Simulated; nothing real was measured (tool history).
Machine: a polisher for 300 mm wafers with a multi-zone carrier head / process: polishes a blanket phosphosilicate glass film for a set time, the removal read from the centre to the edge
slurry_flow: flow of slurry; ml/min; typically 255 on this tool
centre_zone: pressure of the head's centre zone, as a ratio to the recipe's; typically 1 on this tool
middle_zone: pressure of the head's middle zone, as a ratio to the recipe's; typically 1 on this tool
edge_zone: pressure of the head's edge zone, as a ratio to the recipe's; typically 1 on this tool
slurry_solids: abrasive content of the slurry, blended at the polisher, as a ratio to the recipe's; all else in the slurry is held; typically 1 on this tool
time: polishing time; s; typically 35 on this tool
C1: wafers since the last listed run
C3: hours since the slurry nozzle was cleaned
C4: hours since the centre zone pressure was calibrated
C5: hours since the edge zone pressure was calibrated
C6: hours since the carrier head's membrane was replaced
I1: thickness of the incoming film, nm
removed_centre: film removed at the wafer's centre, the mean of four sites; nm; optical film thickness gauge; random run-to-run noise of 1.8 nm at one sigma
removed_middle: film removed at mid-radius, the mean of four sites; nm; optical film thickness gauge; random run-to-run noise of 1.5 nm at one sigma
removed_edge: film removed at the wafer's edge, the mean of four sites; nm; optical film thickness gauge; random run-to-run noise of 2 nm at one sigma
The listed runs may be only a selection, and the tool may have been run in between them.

run 1 hour=0 | slurry_flow=255 centre_zone=1 middle_zone=1 edge_zone=1 slurry_solids=1 time=44 | C1=0 wafers_polished_on_this_pad=50 C3=548.7 C4=490.8 C5=350.7 C6=990.7 | I1=3250.4 | removed_centre=290.5 removed_middle=267.6 removed_edge=272.4
-- hour=20.2 centre zone pressure recalibrated
run 2 hour=23.6 | slurry_flow=255 centre_zone=1 middle_zone=1 edge_zone=1 slurry_solids=1 time=35 | C1=344 wafers_polished_on_this_pad=394 C3=572.3 C4=3.4 C5=374.3 C6=1014.3 | I1=3147.7 | removed_centre=211.8 removed_middle=213.4 removed_edge=214.8
run 3 hour=48.5 | slurry_flow=255 centre_zone=1 middle_zone=1 edge_zone=1 slurry_solids=1 time=35 | C1=396 wafers_polished_on_this_pad=791 C3=597.2 C4=28.3 C5=399.2 C6=1039.2 | I1=3250.5 | removed_centre=214.7 removed_middle=211.3 removed_edge=212.4
run 4 hour=123.9 | slurry_flow=255 centre_zone=1 middle_zone=1 edge_zone=1 slurry_solids=1 time=35 | C1=1200 wafers_polished_on_this_pad=1992 C3=672.6 C4=103.7 C5=474.6 C6=1114.6 | I1=3148.5 | removed_centre=215.4 removed_middle=209.9 removed_edge=215.3
run 5 hour=150.2 | slurry_flow=255 centre_zone=1 middle_zone=1 edge_zone=1 slurry_solids=1 time=35 | C1=418 wafers_polished_on_this_pad=2411 C3=698.9 C4=130 C5=500.9 C6=1140.9 | I1=3189.7 | removed_centre=215.3 removed_middle=209.5 removed_edge=214.9
-- hour=157 carrier head's membrane replaced by a new one
-- hour=160.3 worn pad replaced by a new one
run 6 hour=165.6 | slurry_flow=255 centre_zone=1 middle_zone=1 edge_zone=1 slurry_solids=1 time=35 | C1=113 wafers_polished_on_this_pad=84 C3=714.3 C4=145.4 C5=516.3 C6=8.6 | I1=3208.9 | removed_centre=218.7 removed_middle=209.9 removed_edge=217.3
-- hour=180.8 edge zone pressure recalibrated
-- hour=192.2 slurry nozzle cleaned
run 7 hour=200 | slurry_flow=255 centre_zone=1 middle_zone=1 edge_zone=1 slurry_solids=1 time=35 | C1=500 wafers_polished_on_this_pad=584 C3=7.8 C4=179.8 C5=19.2 C6=43 | I1=3196.6 | removed_centre=214.9 removed_middle=211.6 removed_edge=217.4
run 8 hour=219 | slurry_flow=255 centre_zone=1 middle_zone=0.97 edge_zone=1 slurry_solids=1 time=31 | C1=302 wafers_polished_on_this_pad=887 C3=26.8 C4=198.8 C5=38.2 C6=62 | I1=3175.4 | removed_centre=194.9 removed_middle=182.5 removed_edge=191.6
run 9 hour=232.2 | slurry_flow=290 centre_zone=1 middle_zone=1.05 edge_zone=1 slurry_solids=1 time=35 | C1=210 wafers_polished_on_this_pad=1097 C3=40 C4=212 C5=51.4 C6=75.2 | I1=3252.3 | removed_centre=223.1 removed_middle=222 removed_edge=218
run 10 hour=245.8 | slurry_flow=255 centre_zone=1 middle_zone=1 edge_zone=1 slurry_solids=1 time=35 | C1=216 wafers_polished_on_this_pad=1314 C3=53.6 C4=225.6 C5=65 C6=88.8 | I1=3164.3 | removed_centre=216.9 removed_middle=210.4 removed_edge=216
-- hour=298.7 worn pad replaced by a new one
run 11 hour=305.4 | slurry_flow=255 centre_zone=1 middle_zone=1 edge_zone=1.07 slurry_solids=1 time=38 | C1=885 wafers_polished_on_this_pad=106 C3=113.2 C4=285.2 C5=124.6 C6=148.4 | I1=3217.1 | removed_centre=240.1 removed_middle=226.6 removed_edge=243.7
run 12 hour=324.5 | slurry_flow=175 centre_zone=1.04 middle_zone=0.91 edge_zone=1 slurry_solids=1 time=35 | C1=304 wafers_polished_on_this_pad=410 C3=132.3 C4=304.3 C5=143.7 C6=167.5 | I1=3205.4 | removed_centre=216.8 removed_middle=184.3 removed_edge=208.2
run 13 hour=351.9 | slurry_flow=335 centre_zone=1 middle_zone=1 edge_zone=1.09 slurry_solids=0.8 time=35 | C1=436 wafers_polished_on_this_pad=846 C3=159.7 C4=331.7 C5=171.1 C6=194.9 | I1=3217.6 | removed_centre=215.4 removed_middle=203.5 removed_edge=217.4
run 14 hour=365 | slurry_flow=255 centre_zone=1 middle_zone=0.91 edge_zone=1.11 slurry_solids=1 time=31 | C1=208 wafers_polished_on_this_pad=1055 C3=172.8 C4=344.8 C5=184.2 C6=208 | I1=3232.2 | removed_centre=195.9 removed_middle=173.7 removed_edge=201.5
run 15 hour=385.3 | slurry_flow=255 centre_zone=1 middle_zone=1 edge_zone=1 slurry_solids=1 time=35 | C1=323 wafers_polished_on_this_pad=1378 C3=193.1 C4=365.1 C5=204.5 C6=228.3 | I1=3264.4 | removed_centre=227.3 removed_middle=210.5 removed_edge=215.6
run 16 hour=403.8 | slurry_flow=255 centre_zone=0.94 middle_zone=1.09 edge_zone=0.95 slurry_solids=1 time=39 | C1=294 wafers_polished_on_this_pad=1673 C3=211.6 C4=383.6 C5=223 C6=246.8 | I1=3170.3 | removed_centre=240.1 removed_middle=252.5 removed_edge=232.8
run 17 hour=436 | slurry_flow=255 centre_zone=1.09 middle_zone=0.94 edge_zone=1 slurry_solids=1 time=25 | C1=512 wafers_polished_on_this_pad=2186 C3=243.8 C4=415.8 C5=255.2 C6=279 | I1=3218.3 | removed_centre=176.5 removed_middle=142.8 removed_edge=154.4

Run 18 is up next; what results do you expect?
-- hour=454.7 worn pad replaced by a new one
run 18 hour=460.1 | slurry_flow=255 centre_zone=1 middle_zone=1 edge_zone=1.06 slurry_solids=1 time=35 | C1=320 wafers_polished_on_this_pad=85 C3=267.9 C4=439.9 C5=279.3 C6=303.1 | I1=3224.6 | removed_centre=? removed_middle=? removed_edge=?

removed_centre: 228.8 nm
removed_middle: 211.5 nm
removed_edge: 219.7 nm
Take away the tool's hidden state, keep the run-to-run variation as it was, and the same run would have given removed_centre 216.9 nm, removed_middle 211.5 nm, removed_edge 219.7 nm.
